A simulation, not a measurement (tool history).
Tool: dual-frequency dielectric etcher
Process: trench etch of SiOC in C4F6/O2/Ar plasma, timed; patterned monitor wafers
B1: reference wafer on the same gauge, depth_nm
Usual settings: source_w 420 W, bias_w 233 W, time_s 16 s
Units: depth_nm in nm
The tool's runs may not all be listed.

Run 1, hour 0: usual settings; B1 38.13. Result: depth_nm 36.42 nm.
At hour 34.6: gauge calibrated.
Run 2, hour 42.7: usual settings; B1 38.06. Result: depth_nm 35.93 nm.
Run 3, hour 103.6: usual settings but source_w 370 W; B1 38.19. Result: depth_nm 34.44 nm.
Run 4, hour 162.6: usual settings; B1 38.06. Result: depth_nm 35.55 nm.
Run 5, hour 209.9: usual settings; B1 38.09. Result: depth_nm 35.52 nm.
At hour 252.1: bias power generator calibrated.
Run 6, hour 264.2: usual settings; B1 38.01. Result: depth_nm 35.9 nm.
At hour 285.3: source power generator calibrated.
At hour 295.9: upper electrode replaced, of another model than before.
Run 7, hour 334.7: usual settings; B1 38.15. Result: depth_nm 34.67 nm.
Run 8, hour 361.7: usual settings; B1 38.05. Result: depth_nm 34.7 nm.
Run 9, hour 404.4: usual settings; B1 38.16. Result: depth_nm 34.57 nm.
At hour 520.3: wet clean of the chamber.
Run 10, hour 527.9: usual settings but source_w 470 W; B1 38.04. Result: depth_nm 38.46 nm.
At hour 579.4: gauge calibrated.
Run 11, hour 583.1: usual settings but source_w 490 W, bias_w 250 W, time_s 13 s; B1 38.13. Result: depth_nm 33.23 nm.
Run 12, hour 639.1: usual settings but source_w 500 W, bias_w 282 W, time_s 12 s; B1 38.04. Result: depth_nm 33.79 nm.
Run 13, hour 698.9: usual settings but source_w 470 W, bias_w 282 W, time_s 19 s; B1 38.14. Result: depth_nm 50.86 nm.
Run 14, hour 768.8: usual settings; B1 38.06. Result: depth_nm 35.13 nm.
Run 15, hour 833.8: usual settings but source_w 360 W, time_s 18.5 s; B1 38.14. Result: depth_nm 37.47 nm.

What the log doesn't show, run by run:
source power that arrives over what is set, %: 0 in every run
bias power that arrives over what is set, %: 0 in every run
gauge reads high (%): 0 in every run
H1: etch rate over this chamber's usual, %
run     H1
  1  -1.31
  2  -1.66
  3  -2.16
  4  -2.65
  5  -3.04
  6  -3.48
  7  -4.06
  8  -4.28
  9  -4.63
 10  -1.08
 11  -1.54
 12  -1.99
 13  -2.49
 14  -3.06
 15  -3.59
